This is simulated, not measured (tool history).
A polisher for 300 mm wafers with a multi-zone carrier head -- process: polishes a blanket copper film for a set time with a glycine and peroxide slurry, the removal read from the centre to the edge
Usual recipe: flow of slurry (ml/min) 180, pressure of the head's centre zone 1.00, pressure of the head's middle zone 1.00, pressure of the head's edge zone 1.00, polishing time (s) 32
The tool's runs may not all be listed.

| run | day | flow of slurry (ml/min) | pressure of the head's centre zone | pressure of the head's middle zone | pressure of the head's edge zone | polishing time (s) | incoming thickness of the incoming film, nm | film removed at the wafer's centre (Å) | film removed at mid-radius (Å) | film removed at the wafer's edge (Å) |
|---|---|---|---|---|---|---|---|---|---|---|
| 1 | 0.000 | 180 | 1.00 | 0.96 | 1.00 | 32 | 2332.0 | 1479 | 1412 | 1442 |
| 2 | 1.688 | 180 | 1.00 | 1.00 | 1.00 | 29 | 2362.7 | 1348 | 1315 | 1300 |
| 3 | 4.267 | 120 | 1.00 | 1.00 | 0.93 | 32 | 2308.8 | 1287 | 1296 | 1278 |
| 4 | 6.350 | 145 | 0.97 | 1.00 | 1.00 | 32 | 2323.4 | 1368 | 1381 | 1386 |
|  | 7.921 | worn pad replaced by a new one |
| 5 | 8.242 | 180 | 0.94 | 1.06 | 1.00 | 24 | 2319.6 | 1070 | 1130 | 1076 |
| 6 | 9.954 | 180 | 0.91 | 1.00 | 1.00 | 32 | 2330.2 | 1397 | 1446 | 1448 |
| 7 | 12.892 | 125 | 1.00 | 1.00 | 1.00 | 32 | 2308.6 | 1303 | 1304 | 1333 |
|  | 12.979 | edge zone pressure recalibrated |
| 8 | 14.575 | 225 | 0.89 | 1.11 | 1.00 | 35 | 2356.6 | 1593 | 1786 | 1619 |
| 9 | 16.188 | 225 | 0.96 | 1.00 | 1.08 | 29 | 2303.7 | 1359 | 1343 | 1388 |
|  | 17.625 | slurry nozzle cleaned |
| 10 | 19.096 | 180 | 0.89 | 1.00 | 1.00 | 40 | 2303.6 | 1820 | 1884 | 1813 |
| 11 | 21.712 | 225 | 0.89 | 1.11 | 1.00 | 35 | 2321.1 | 1641 | 1834 | 1706 |
| 12 | 23.438 | 180 | 1.00 | 1.00 | 1.00 | 32 | 2302.0 | 1517 | 1472 | 1477 |
|  | 26.250 | centre zone pressure recalibrated |
| 13 | 26.833 | 180 | 1.00 | 0.93 | 1.00 | 22 | 2361.5 | 1025 | 961 | 1025 |
| 14 | 27.842 | 235 | 1.09 | 1.10 | 1.00 | 32 | 2348.4 | 1654 | 1651 | 1509 |
|  | 28.267 | worn pad replaced by a new one |
|  | 28.400 | carrier head's membrane replaced by a new one |
| 15 | 29.888 | 140 | 0.91 | 1.10 | 1.00 | 32 | 2326.8 | 1350 | 1499 | 1405 |
| 16 | 32.208 | 180 | 0.97 | 0.94 | 0.90 | 32 | 2339.6 | 1464 | 1420 | 1429 |
| 17 | 33.954 | 180 | 1.00 | 0.95 | 1.00 | 32 | 2320.6 | 1480 | 1424 | 1482 |
| 18 | 35.033 | 135 | 1.00 | 1.00 | 1.00 | 32 | 2345.9 | 1377 | 1370 | 1403 |
| 19 | 37.962 | 180 | 1.00 | 1.00 | 1.00 | 41 | 2327.7 | 1881 | 1871 | 1875 |
|  | 38.812 | edge zone pressure recalibrated |
| 20 | 40.058 | 180 | 1.00 | 1.00 | 1.00 | 32 | 2306.9 | 1494 | 1471 | 1455 |
| 21 | 41.425 | 230 | 1.00 | 1.00 | 0.97 | 32 | 2309.0 | 1550 | 1531 | 1478 |

A few steps of film removed at the wafer's centre (Å) between consecutive runs. Split each: what settings, incoming material and random variation would produce without the hidden state, and what is left over for the hidden state, along with gauge scatter present in only one of the two compared results (measured, and without hidden state):
What the log doesn't record here: removal rate lost through wear of the pad, %; slurry flow missing at the pad, %; deviation of the centre zone's pressure from its setpoint, %; deviation of the edge zone's pressure from its setpoint, %.
Run 7 -> 8: flow of slurry (ml/min) 125 -> 225, pressure of the head's centre zone 1.00 -> 0.89, pressure of the head's middle zone 1.00 -> 1.11, polishing time (s) 32 -> 35, edge zone pressure recalibrated. film removed at the wafer's centre (Å) +290: hidden state +42, all else +248.
Run 9 -> 10: flow of slurry (ml/min) 225 -> 180, pressure of the head's centre zone 0.96 -> 0.89, pressure of the head's edge zone 1.08 -> 1.00, polishing time (s) 29 -> 40, slurry nozzle cleaned. film removed at the wafer's centre (Å) +461: hidden state +51, all else +410.
Run 13 -> 14: flow of slurry (ml/min) 180 -> 235, pressure of the head's centre zone 1.00 -> 1.09, pressure of the head's middle zone 0.93 -> 1.10, polishing time (s) 22 -> 32. film removed at the wafer's centre (Å) +629: hidden state -7, all else +636.
Run 18 -> 19: flow of slurry (ml/min) 135 -> 180, polishing time (s) 32 -> 41. film removed at the wafer's centre (Å) +504: hidden state -4, all else +508.

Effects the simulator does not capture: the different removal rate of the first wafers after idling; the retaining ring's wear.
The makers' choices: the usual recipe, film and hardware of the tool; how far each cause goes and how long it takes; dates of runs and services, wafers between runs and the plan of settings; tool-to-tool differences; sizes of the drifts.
